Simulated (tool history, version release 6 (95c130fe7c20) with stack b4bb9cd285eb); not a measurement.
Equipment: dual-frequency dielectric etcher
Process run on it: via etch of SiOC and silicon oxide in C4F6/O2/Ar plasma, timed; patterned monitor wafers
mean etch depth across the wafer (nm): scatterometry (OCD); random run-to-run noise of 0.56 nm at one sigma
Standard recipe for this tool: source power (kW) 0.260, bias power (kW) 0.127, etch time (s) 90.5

run	hour	source power (kW)	bias power (kW)	etch time (s)	wafers since the last listed run	hours since the last wet clean	hours since the last source power generator calibration	hours since the last bias power generator calibration	hours since the last upper electrode change	hours since the gauge calibration	read-back reference wafer on the same gauge, depth_nm	mean etch depth across the wafer (nm)
1	0.0	0.260	0.127	90.5	0	81.7	2070.4	1527.9	4450.7	1834.3	99.7	84.4
2	44.0	0.260	0.127	90.5	592	125.7	2114.4	1571.9	4494.7	1878.3	100.2	84.6
3	80.1	0.260	0.116	90.5	485	161.8	2150.5	1608.0	4530.8	1914.4	100.0	81.9
4	183.8	0.260	0.127	90.5	1395	265.5	2254.2	1711.7	4634.5	2018.1	100.1	84.8
5	286.5	0.260	0.127	90.5	1382	368.2	2356.9	1814.4	4737.2	2120.8	100.2	84.9
6	339.7	0.260	0.137	90.5	716	421.4	2410.1	1867.6	4790.4	2174.0	99.9	86.3
7	383.2	0.260	0.137	90.5	585	464.9	2453.6	1911.1	4833.9	2217.5	100.0	85.1
8	453.4	0.260	0.137	90.5	944	535.1	2523.8	1981.3	4904.1	2287.7	100.1	86.3
# hour 485.6: wet clean of the chamber
9	494.5	0.240	0.127	90.5	230	8.9	2564.9	2022.4	4945.2	2328.8	100.0	82.5
10	557.6	0.240	0.127	90.5	849	72.0	2628.0	2085.5	5008.3	2391.9	100.3	81.2
11	613.2	0.240	0.127	90.5	748	127.6	2683.6	2141.1	5063.9	2447.5	100.0	81.9
# hour 699.1: upper electrode replaced
12	702.2	0.290	0.127	90.5	874	216.6	2772.6	2230.1	3.1	2536.5	100.3	87.5
13	744.8	0.290	0.127	90.5	573	259.2	2815.2	2272.7	45.7	2579.1	100.5	87.3
# hour 826.8: source power generator calibrated
14	838.1	0.290	0.127	90.5	1202	352.5	11.3	2366.0	139.0	2672.4	100.4	86.1
# hour 844.5: gauge calibrated
15	924.8	0.310	0.127	68.0	1167	439.2	98.0	2452.7	225.7	80.3	100.4	68.2
16	1005.7	0.240	0.127	90.5	1088	520.1	178.9	2533.6	306.6	161.2	100.0	82.0
# hour 1058.7: wet clean of the chamber
17	1084.8	0.310	0.138	90.5	741	26.1	258.0	2612.7	385.7	240.3	100.2	91.4
18	1147.9	0.260	0.142	105.0	849	89.2	321.1	2675.8	448.8	303.4	100.4	101.2
19	1193.4	0.260	0.127	90.5	612	134.7	366.6	2721.3	494.3	348.9	100.1	83.6
20	1235.9	0.260	0.127	109.5	572	177.2	409.1	2763.8	536.8	391.4	100.3	102.5
21	1325.9	0.260	0.100	73.5	1211	267.2	499.1	2853.8	626.8	481.4	100.3	64.7
22	1370.2	0.260	0.127	77.5	596	311.5	543.4	2898.1	671.1	525.7	100.3	73.0
# hour 1485.0: wet clean of the chamber
23	1485.5	0.220	0.097	103.0	1228	0.5	658.7	3013.4	786.4	641.0	99.7	84.6
# hour 1523.2: bias power generator calibrated
24	1530.7	0.220	0.105	81.0	554	45.7	703.9	7.5	831.6	686.2	100.2	68.4
25	1604.2	0.260	0.112	64.5	989	119.2	777.4	81.0	905.1	759.7	100.3	58.3
26	1697.2	0.260	0.096	74.5	1251	212.2	870.4	174.0	998.1	852.7	99.9	65.1
27	1767.5	0.310	0.150	102.0	946	282.5	940.7	244.3	1068.4	923.0	100.2	104.9
28	1991.4	0.260	0.127	105.0	3013	506.4	1164.6	468.2	1292.3	1146.9	100.1	97.6
# hour 2030.9: wet clean of the chamber
29	2035.5	0.260	0.127	90.5	270	4.6	1208.7	512.3	1336.4	1191.0	99.9	83.9

Predict each of these 5 candidate next runs independently; none follows another, all start after run 29:
A	2035.9	0.260	0.127	103.5	5	5.0	1209.1	512.7	1336.8	1191.4	?	?
B	2035.9	0.300	0.097	103.5	5	5.0	1209.1	512.7	1336.8	1191.4	?	?
C	2035.9	0.260	0.157	90.5	5	5.0	1209.1	512.7	1336.8	1191.4	?	?
D	2035.9	0.230	0.127	90.5	5	5.0	1209.1	512.7	1336.8	1191.4	?	?
E	2035.9	0.210	0.127	90.5	5	5.0	1209.1	512.7	1336.8	1191.4	?	?

run	read-back reference wafer on the same gauge, depth_nm	mean etch depth across the wafer (nm)
A	100.2	96.5
B	100.2	95.5
C	100.2	88.9
D	100.2	81.1
E	100.2	78.8
Stripped of hidden state, with their random variation kept, the same runs would have yielded:
run	mean etch depth across the wafer (nm)
A	96.5
B	95.5
C	88.9
D	81.1
E	78.8

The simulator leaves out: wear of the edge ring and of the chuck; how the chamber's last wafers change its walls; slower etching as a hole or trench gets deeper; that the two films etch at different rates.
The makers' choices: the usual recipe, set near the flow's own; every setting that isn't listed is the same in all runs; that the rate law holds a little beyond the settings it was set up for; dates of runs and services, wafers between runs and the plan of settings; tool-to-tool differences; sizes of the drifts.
